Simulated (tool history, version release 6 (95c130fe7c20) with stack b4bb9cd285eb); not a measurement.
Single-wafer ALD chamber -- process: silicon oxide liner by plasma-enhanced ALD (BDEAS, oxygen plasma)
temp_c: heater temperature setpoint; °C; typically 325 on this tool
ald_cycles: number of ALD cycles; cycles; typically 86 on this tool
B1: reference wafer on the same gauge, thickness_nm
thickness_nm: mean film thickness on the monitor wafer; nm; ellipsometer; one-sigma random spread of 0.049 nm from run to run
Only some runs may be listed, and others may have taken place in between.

{"run": 1, "day": 0.0, "temp_c": 325, "ald_cycles": 86, "B1": 8.87, "thickness_nm": 8.496}
{"run": 2, "day": 0.262, "temp_c": 315, "ald_cycles": 98, "B1": 8.862, "thickness_nm": 9.906}
{"run": 3, "day": 0.825, "temp_c": 319, "ald_cycles": 86, "B1": 8.855, "thickness_nm": 8.514}
{"run": 4, "day": 1.171, "temp_c": 319, "ald_cycles": 86, "B1": 8.863, "thickness_nm": 8.551}
{"run": 5, "day": 1.908, "temp_c": 319, "ald_cycles": 86, "B1": 8.855, "thickness_nm": 8.588}
{"run": 6, "day": 2.629, "temp_c": 325, "ald_cycles": 86, "B1": 8.865, "thickness_nm": 8.593}
{"run": 7, "day": 3.358, "temp_c": 325, "ald_cycles": 86, "B1": 8.857, "thickness_nm": 8.609}
{"run": 8, "day": 4.05, "temp_c": 325, "ald_cycles": 86, "B1": 8.852, "thickness_nm": 8.622}
{"run": 9, "day": 4.442, "temp_c": 325, "ald_cycles": 86, "B1": 8.855, "thickness_nm": 8.584}
{"run": 10, "day": 5.158, "temp_c": 325, "ald_cycles": 86, "B1": 8.86, "thickness_nm": 8.467}
{"run": 11, "day": 5.842, "temp_c": 325, "ald_cycles": 86, "B1": 8.867, "thickness_nm": 8.479}
{"run": 12, "day": 6.167, "temp_c": 315, "ald_cycles": 71, "B1": 8.869, "thickness_nm": 7.105}
{"day": 6.717, "done": "thermocouple changed; heater temperature recalibrated"}
{"run": 13, "day": 6.738, "temp_c": 320, "ald_cycles": 95, "B1": 8.855, "thickness_nm": 9.537}
{"run": 14, "day": 7.175, "temp_c": 325, "ald_cycles": 69, "B1": 8.866, "thickness_nm": 6.836}

The next listed run, before its measurement:
{"day": 7.317, "done": "gauge calibrated"}
{"run": 15, "day": 7.671, "temp_c": 329, "ald_cycles": 86, "B1": "?", "thickness_nm": "?"}

Run 15 measured B1 8.867, thickness_nm 8.432 nm.
Minus the tool's unlogged condition, the same run would have read thickness_nm 8.432 nm.
